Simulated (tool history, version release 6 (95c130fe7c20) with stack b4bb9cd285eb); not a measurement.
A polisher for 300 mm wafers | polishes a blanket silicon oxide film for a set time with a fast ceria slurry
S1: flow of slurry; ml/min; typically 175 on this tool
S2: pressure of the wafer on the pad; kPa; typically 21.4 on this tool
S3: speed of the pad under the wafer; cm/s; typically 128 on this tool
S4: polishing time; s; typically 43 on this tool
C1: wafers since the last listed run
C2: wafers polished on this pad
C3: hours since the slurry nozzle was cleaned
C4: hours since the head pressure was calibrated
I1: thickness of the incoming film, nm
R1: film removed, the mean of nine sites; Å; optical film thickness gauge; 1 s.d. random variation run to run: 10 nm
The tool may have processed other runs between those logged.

run   hour   S1    S2   S3  S4   C1    C2     C3      C4      I1     R1
  1    0.0  215  21.4  108  43    0   325  125.2   804.5  3345.0   9362
  2   32.4  215  21.4  108  43  287   612  157.6   836.9  3290.0   9413
  3   53.4  175  21.4  128  49  186   798  178.6   857.9  3310.6  12100
  4   85.4  175  21.4  128  49  283  1082  210.6   889.9  3380.9  12143
  5  116.1  175  21.4  128  49  272  1354  241.3   920.6  3350.4  11991
     130.9  -- worn pad replaced by a new one
  6  134.6  175  15.9  128  43  128    33  259.8   939.1  3334.9   8368
  7  156.7  175  15.9  128  43  195   229  281.9   961.2  3322.1   8259
  8  171.7  175  16.5  128  43  133   362  296.9   976.2  3342.5   8553
  9  270.2  175  16.5  128  43  873  1235  395.4  1074.7  3378.7   8578
 10  318.3  175  16.5  128  43  426  1662  443.5  1122.8  3288.3   8566
     328.2  -- worn pad replaced by a new one
 11  334.1  175  21.4  128  43  104    52  459.3  1138.6  3342.0  10496
 12  359.5  175  21.4  128  43  225   277  484.7  1164.0  3371.8  10386
 13  381.3  175  21.4  128  43  193   471  506.5  1185.8  3293.0  10457
 14  444.1  175  21.4  128  43  556  1027  569.3  1248.6  3290.5  10249
     447.7  -- head pressure recalibrated
 15  478.4  175  21.4  128  43  286  1314  603.6    30.7  3299.4   9728
 16  504.7  175  21.4  128  43  233  1547  629.9    57.0  3353.6   9832
 17  522.5  175  21.4  128  51  157  1705  647.7    74.8  3317.7  11518
     538.7  -- worn pad replaced by a new one
 18  540.2  175  15.9  128  43  121    13  665.4    92.5  3298.2   7632
 19  566.4  125  21.4   98  43  232   245  691.6   118.7  3334.6   7059
 20  591.9  175  21.4  128  43  226   471  717.1   144.2  3391.9   9702
     600.0  -- slurry nozzle cleaned
 21  611.6  175  21.4   96  56  165   637   11.6   163.9  3367.8   9732
 22  625.9  175  21.4  128  43  126   764   25.9   178.2  3303.0   9733
     633.3  -- head pressure recalibrated, repeated, since the last time left the tool worse
 23  654.2  125  19.3  128  29  233   997   54.2    20.9  3328.1   6479
 24  688.5  190  21.4  128  43  304  1301   88.5    55.2  3295.6  11087
 25  711.8  175  21.4  128  49  206  1508  111.8    78.5  3334.2  12733
     720.0  -- worn pad replaced by a new one
 26  739.2  175  21.4  128  49  207   169  139.2   105.9  3334.7  12534
 27  767.7  155  13.8  116  29  252   422  167.7   134.4  3348.6   4679
 28  785.7  205  21.4  128  32  159   582  185.7   152.4  3319.7   8363
 29  807.3  175  21.4  128  43  191   773  207.3   174.0  3385.4  10902
 30  832.4  175  13.8  160  43  222   996  232.4   199.1  3343.6   9592
 31  847.8  175  21.4  128  43  136  1132  247.8   214.5  3310.8  10939
 32  878.7  175  24.1   96  47  274  1406  278.7   245.4  3307.8  10195
     883.4  -- worn pad replaced by a new one
 33  910.7  130  24.1  106  57  248   242  310.7   277.4  3382.5  12998
 34  933.5  205  21.4  128  30  202   444  333.5   300.2  3323.9   7805
 35  953.0  175  21.4  116  37  172   617  353.0   319.7  3342.8   8350

Entry by entry between the runs, the difference in hidden state between the last listed run before and the first listed run after:
In the gap between runs 5 and 6: worn pad replaced by a new one (hour 130.9)
  deviation of the head's pressure from its setpoint, %: -5.98 -> -6.09
  difference, measured minus the result without the unlogged condition, R1: -623 -> -444 Å
In the gap between runs 10 and 11: worn pad replaced by a new one (hour 328.2)
  deviation of the head's pressure from its setpoint, %: -7.2 -> -7.29
  difference, measured minus the result without the unlogged condition, R1: -541 -> -673 Å
In the gap between runs 14 and 15: head pressure recalibrated (hour 447.7)
  deviation of the head's pressure from its setpoint, %: -7.95 -> -14.7
  difference, measured minus the result without the unlogged condition, R1: -720 -> -1342 Å
In the gap between runs 17 and 18: worn pad replaced by a new one (hour 538.7)
  deviation of the head's pressure from its setpoint, %: -14.9 -> -15
  difference, measured minus the result without the unlogged condition, R1: -1621 -> -1083 Å
In the gap between runs 20 and 21: slurry nozzle cleaned (hour 600.0)
  deviation of the head's pressure from its setpoint, %: -15.4 -> -15.5
  difference, measured minus the result without the unlogged condition, R1: -1410 -> -1426 Å
In the gap between runs 22 and 23: head pressure recalibrated, repeated, since the last time left the tool worse (hour 633.3)
  deviation of the head's pressure from its setpoint, %: -15.6 -> -0.714
  difference, measured minus the result without the unlogged condition, R1: -1436 -> -38 Å
In the gap between runs 25 and 26: worn pad replaced by a new one (hour 720.0)
  deviation of the head's pressure from its setpoint, %: -1.06 -> -1.22
  difference, measured minus the result without the unlogged condition, R1: -112 -> -128 Å
In the gap between runs 32 and 33: worn pad replaced by a new one (hour 883.4)
  deviation of the head's pressure from its setpoint, %: -2.06 -> -2.25
  difference, measured minus the result without the unlogged condition, R1: -176 -> -247 Å
